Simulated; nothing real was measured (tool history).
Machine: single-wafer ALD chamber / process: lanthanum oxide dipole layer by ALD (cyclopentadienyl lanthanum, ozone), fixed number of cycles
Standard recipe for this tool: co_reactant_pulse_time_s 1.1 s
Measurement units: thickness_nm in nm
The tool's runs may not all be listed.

| run | hour | co_reactant_pulse_time_s | wafers since the last listed run | hours since the last thermocouple change | hours since the last ozone generator service | hours since the showerhead was replaced | hours since the gauge calibration | read-back reference wafer on the same gauge, thickness_nm | thickness_nm |
|---|---|---|---|---|---|---|---|---|---|
| 1 | 0 | 0.8 | 0 | 572.1 | 540.1 | 3424.1 | 1501.4 | 0.593 | 0.477 |
| 2 | 106.9 | 0.8 | 1568 | 679 | 647 | 3531 | 1608.3 | 0.593 | 0.474 |
| 3 | 192.3 | 1.1 | 1252 | 764.4 | 732.4 | 3616.4 | 1693.7 | 0.593 | 0.531 |
| 4 | 240 | 1.1 | 699 | 812.1 | 780.1 | 3664.1 | 1741.4 | 0.593 | 0.53 |
| 5 | 334.2 | 1.1 | 1381 | 906.3 | 874.3 | 3758.3 | 1835.6 | 0.593 | 0.528 |
| 6 | 374.5 | 1.2 | 591 | 946.6 | 914.6 | 3798.6 | 1875.9 | 0.594 | 0.542 |
| 7 | 473.3 | 1.2 | 1449 | 1045.4 | 1013.4 | 3897.4 | 1974.7 | 0.593 | 0.542 |
| 8 | 542.4 | 1.2 | 1013 | 1114.5 | 1082.5 | 3966.5 | 2043.8 | 0.593 | 0.541 |
| 9 | 635.5 | 1.1 | 1365 | 1207.6 | 1175.6 | 4059.6 | 2136.9 | 0.593 | 0.527 |
| 10 | 687.4 | 1.1 | 761 | 1259.5 | 1227.5 | 4111.5 | 2188.8 | 0.593 | 0.527 |
| 11 | 737.9 | 1.1 | 740 | 1310 | 1278 | 4162 | 2239.3 | 0.593 | 0.53 |
|  | 752.3 | gauge calibrated |
| 12 | 778.1 | 1.1 | 589 | 1350.2 | 1318.2 | 4202.2 | 25.8 | 0.593 | 0.527 |
| 13 | 874.6 | 1.1 | 1415 | 1446.7 | 1414.7 | 4298.7 | 122.3 | 0.593 | 0.524 |
| 14 | 922 | 0.68 | 695 | 1494.1 | 1462.1 | 4346.1 | 169.7 | 0.593 | 0.436 |
| 15 | 997.7 | 1.1 | 1110 | 1569.8 | 1537.8 | 4421.8 | 245.4 | 0.593 | 0.525 |
| 16 | 1043.8 | 0.92 | 676 | 1615.9 | 1583.9 | 4467.9 | 291.5 | 0.593 | 0.494 |
| 17 | 1123.1 | 1.22 | 1163 | 1695.2 | 1663.2 | 4547.2 | 370.8 | 0.593 | 0.538 |
|  | 1191.2 | showerhead replaced |
| 18 | 1217.8 | 1.1 | 1271 | 1789.9 | 1757.9 | 26.6 | 465.5 | 0.593 | 0.521 |
|  | 1279.2 | thermocouple changed; heater temperature recalibrated |
|  | 1365.4 | ozone generator serviced |
| 19 | 1365.9 | 1.38 | 1937 | 86.7 | 0.5 | 174.7 | 613.6 | 0.593 | 0.565 |
| 20 | 1434.9 | 1.45 | 1012 | 155.7 | 69.5 | 243.7 | 682.6 | 0.593 | 0.566 |
| 21 | 1505.2 | 0.72 | 1031 | 226 | 139.8 | 314 | 752.9 | 0.593 | 0.457 |
| 22 | 1573.5 | 0.88 | 1001 | 294.3 | 208.1 | 382.3 | 821.2 | 0.594 | 0.493 |
| 23 | 1650.6 | 1.35 | 1130 | 371.4 | 285.2 | 459.4 | 898.3 | 0.593 | 0.559 |
| 24 | 1693 | 1.28 | 621 | 413.8 | 327.6 | 501.8 | 940.7 | 0.593 | 0.552 |
| 25 | 1756.5 | 1.25 | 931 | 477.3 | 391.1 | 565.3 | 1004.2 | 0.593 | 0.549 |
| 26 | 1814.4 | 1.45 | 849 | 535.2 | 449 | 623.2 | 1062.1 | 0.593 | 0.566 |

Consider 5 possible next runs. They are alternatives, not a sequence: every one starts from the tool as it was left by run 26. What does each give?
| A | 1814.8 | 0.9 | 5 | 535.6 | 449.4 | 623.6 | 1062.5 | ? | ? |
| B | 1814.8 | 0.71 | 5 | 535.6 | 449.4 | 623.6 | 1062.5 | ? | ? |
| C | 1814.8 | 1.32 | 5 | 535.6 | 449.4 | 623.6 | 1062.5 | ? | ? |
| D | 1814.8 | 1.39 | 5 | 535.6 | 449.4 | 623.6 | 1062.5 | ? | ? |
| E | 1814.8 | 0.81 | 5 | 535.6 | 449.4 | 623.6 | 1062.5 | ? | ? |

| run | read-back reference wafer on the same gauge, thickness_nm | thickness_nm |
|---|---|---|
| A | 0.593 | 0.498 |
| B | 0.593 | 0.452 |
| C | 0.593 | 0.556 |
| D | 0.593 | 0.561 |
| E | 0.593 | 0.479 |
Without the tool's unlogged condition, the same runs would have read:
| run | thickness_nm |
|---|---|
| A | 0.502 |
| B | 0.456 |
| C | 0.558 |
| D | 0.563 |
| E | 0.482 |
